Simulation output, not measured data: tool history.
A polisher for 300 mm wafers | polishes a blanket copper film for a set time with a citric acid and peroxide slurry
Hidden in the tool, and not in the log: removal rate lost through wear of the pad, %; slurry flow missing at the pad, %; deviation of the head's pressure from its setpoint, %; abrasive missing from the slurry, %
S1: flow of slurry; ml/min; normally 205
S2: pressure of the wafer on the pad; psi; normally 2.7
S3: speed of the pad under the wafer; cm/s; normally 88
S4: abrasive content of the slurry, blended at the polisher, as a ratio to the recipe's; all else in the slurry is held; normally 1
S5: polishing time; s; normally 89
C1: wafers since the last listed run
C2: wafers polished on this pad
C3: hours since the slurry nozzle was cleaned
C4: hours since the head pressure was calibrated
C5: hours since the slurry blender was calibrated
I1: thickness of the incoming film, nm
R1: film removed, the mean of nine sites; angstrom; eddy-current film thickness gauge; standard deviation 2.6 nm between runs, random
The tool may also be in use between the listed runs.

Run 1, hour 0: usual settings but S5 103 s; C1 0; C2 262; C3 89.5; C4 1129.6; C5 109.4; I1 515.7. Result: R1 2236 angstrom.
Run 2, hour 12.1: usual settings but S5 103 s; C1 151; C2 413; C3 101.6; C4 1141.7; C5 121.5; I1 519.1. Result: R1 2221 angstrom.
Run 3, hour 26.3: usual settings; C1 177; C2 591; C3 115.8; C4 1155.9; C5 135.7; I1 519.1. Result: R1 1911 angstrom.
Run 4, hour 39.1: usual settings; C1 160; C2 751; C3 128.6; C4 1168.7; C5 148.5; I1 524.3. Result: R1 1937 angstrom.
Run 5, hour 48: usual settings; C1 111; C2 862; C3 137.5; C4 1177.6; C5 157.4; I1 520.6. Result: R1 1829 angstrom.
Run 6, hour 62.2: usual settings; C1 177; C2 1039; C3 151.7; C4 1191.8; C5 171.6; I1 518.6. Result: R1 1865 angstrom.
At hour 88.5: worn pad replaced by a new one.
Run 7, hour 103.5: usual settings; C1 466; C2 187; C3 193; C4 1233.1; C5 212.9; I1 518. Result: R1 1869 angstrom.
Run 8, hour 120: usual settings; C1 206; C2 394; C3 209.5; C4 1249.6; C5 229.4; I1 514.4. Result: R1 1925 angstrom.
Run 9, hour 129.8: usual settings but S5 70 s; C1 122; C2 516; C3 219.3; C4 1259.4; C5 239.2; I1 520.2. Result: R1 1473 angstrom.
Run 10, hour 138.6: usual settings but S5 70 s; C1 110; C2 626; C3 228.1; C4 1268.2; C5 248; I1 521.6. Result: R1 1494 angstrom.
Run 11, hour 150.2: usual settings but S5 70 s; C1 145; C2 771; C3 239.7; C4 1279.8; C5 259.6; I1 518.4. Result: R1 1492 angstrom.
Run 12, hour 165.4: usual settings; C1 190; C2 961; C3 254.9; C4 1295; C5 274.8; I1 525.6. Result: R1 1847 angstrom.
At hour 181.9: worn pad replaced by a new one.
Run 13, hour 182.4: usual settings but S1 260 ml/min, S2 3 psi, S5 108 s; C1 162; C2 6; C3 271.9; C4 1312; C5 291.8; I1 517.8. Result: R1 2558 angstrom.
Run 14, hour 188.2: usual settings but S1 180 ml/min, S4 1.1, S5 117 s; C1 72; C2 78; C3 277.7; C4 1317.8; C5 297.6; I1 531.5. Result: R1 2478 angstrom.
Run 15, hour 202.7: usual settings but S5 103 s; C1 181; C2 260; C3 292.2; C4 1332.3; C5 312.1; I1 518.9. Result: R1 2189 angstrom.
At hour 207.6: slurry blender recalibrated.
At hour 209.7: slurry nozzle cleaned.
Run 16, hour 211.2: usual settings but S1 245 ml/min, S3 60 cm/s, S4 0.8, S5 72 s; C1 68; C2 328; C3 1.5; C4 1340.8; C5 3.6; I1 529.9. Result: R1 1082 angstrom.
Run 17, hour 223.6: usual settings but S2 2.3 psi, S3 70 cm/s, S4 1.1; C1 155; C2 483; C3 13.9; C4 1353.2; C5 16; I1 525.3. Result: R1 1421 angstrom.
Run 18, hour 240.2: usual settings; C1 207; C2 691; C3 30.5; C4 1369.8; C5 32.6; I1 519.6. Result: R1 1875 angstrom.
Run 19, hour 249: usual settings but S1 225 ml/min, S3 96 cm/s, S4 1.25; C1 110; C2 801; C3 39.3; C4 1378.6; C5 41.4; I1 520. Result: R1 2145 angstrom.
Run 20, hour 266.6: usual settings but S1 245 ml/min, S2 1.9 psi, S3 80 cm/s, S4 0.8; C1 220; C2 1021; C3 56.9; C4 1396.2; C5 59; I1 515.6. Result: R1 1276 angstrom.
Run 21, hour 279.3: usual settings but S1 245 ml/min, S3 60 cm/s, S4 0.8, S5 72 s; C1 158; C2 1180; C3 69.6; C4 1408.9; C5 71.7; I1 510.1. Result: R1 1105 angstrom.
Run 22, hour 285.4: usual settings but S1 260 ml/min, S3 116 cm/s; C1 76; C2 1256; C3 75.7; C4 1415; C5 77.8; I1 521.4. Result: R1 2447 angstrom.
At hour 290: head pressure recalibrated.
At hour 290.2: worn pad replaced by a new one.
Run 23, hour 302.7: usual settings but S4 1.2, S5 71 s; C1 188; C2 156; C3 93; C4 12.7; C5 95.1; I1 522. Result: R1 1582 angstrom.
Run 24, hour 311.1: usual settings but S2 3.6 psi, S4 0.85; C1 105; C2 261; C3 101.4; C4 21.1; C5 103.5; I1 509.8. Result: R1 2424 angstrom.
Run 25, hour 325.8: usual settings but S2 3.4 psi; C1 183; C2 444; C3 116.1; C4 35.8; C5 118.2; I1 512.1. Result: R1 2359 angstrom.
Run 26, hour 334.8: usual settings; C1 112; C2 557; C3 125.1; C4 44.8; C5 127.2; I1 520.5. Result: R1 1891 angstrom.
Run 27, hour 352: usual settings but S1 225 ml/min, S3 96 cm/s, S4 1.25; C1 215; C2 772; C3 142.3; C4 62; C5 144.4; I1 518.3. Result: R1 2176 angstrom.
Run 28, hour 364.2: usual settings but S1 140 ml/min, S3 116 cm/s; C1 152; C2 925; C3 154.5; C4 74.2; C5 156.6; I1 519.3. Result: R1 2224 angstrom.
Run 29, hour 379.3: usual settings but S4 1.15; C1 188; C2 1113; C3 169.6; C4 89.3; C5 171.7; I1 511.5. Result: R1 1935 angstrom.
Run 30, hour 390.9: usual settings; C1 145; C2 1258; C3 181.2; C4 100.9; C5 183.3; I1 524.5. Result: R1 1927 angstrom.
At hour 398.8: worn pad replaced by a new one.
Run 31, hour 403.8: usual settings but S2 2 psi, S3 80 cm/s, S4 0.75; C1 111; C2 62; C3 194.1; C4 113.8; C5 196.2; I1 526.3. Result: R1 1261 angstrom.

Branching from run 31: 3 alternative next runs. What would each branch give?
Run A, hour 404.2: usual settings; C1 5; C2 67; C3 194.5; C4 114.2; C5 196.6; I1 510.7. Result: R1 ?.
Run B, hour 404.2: usual settings but S2 2 psi; C1 5; C2 67; C3 194.5; C4 114.2; C5 196.6; I1 510.7. Result: R1 ?.
Run C, hour 404.2: usual settings but S1 245 ml/min, S2 3.3 psi, S3 110 cm/s, S4 0.85; C1 5; C2 67; C3 194.5; C4 114.2; C5 196.6; I1 510.7. Result: R1 ?.

run    R1
  A  1872
  B  1451
  C  2625
Take away the tool's hidden state, keep each run's random variation, and the runs would have read:
run    R1
  A  1872
  B  1451
  C  2625
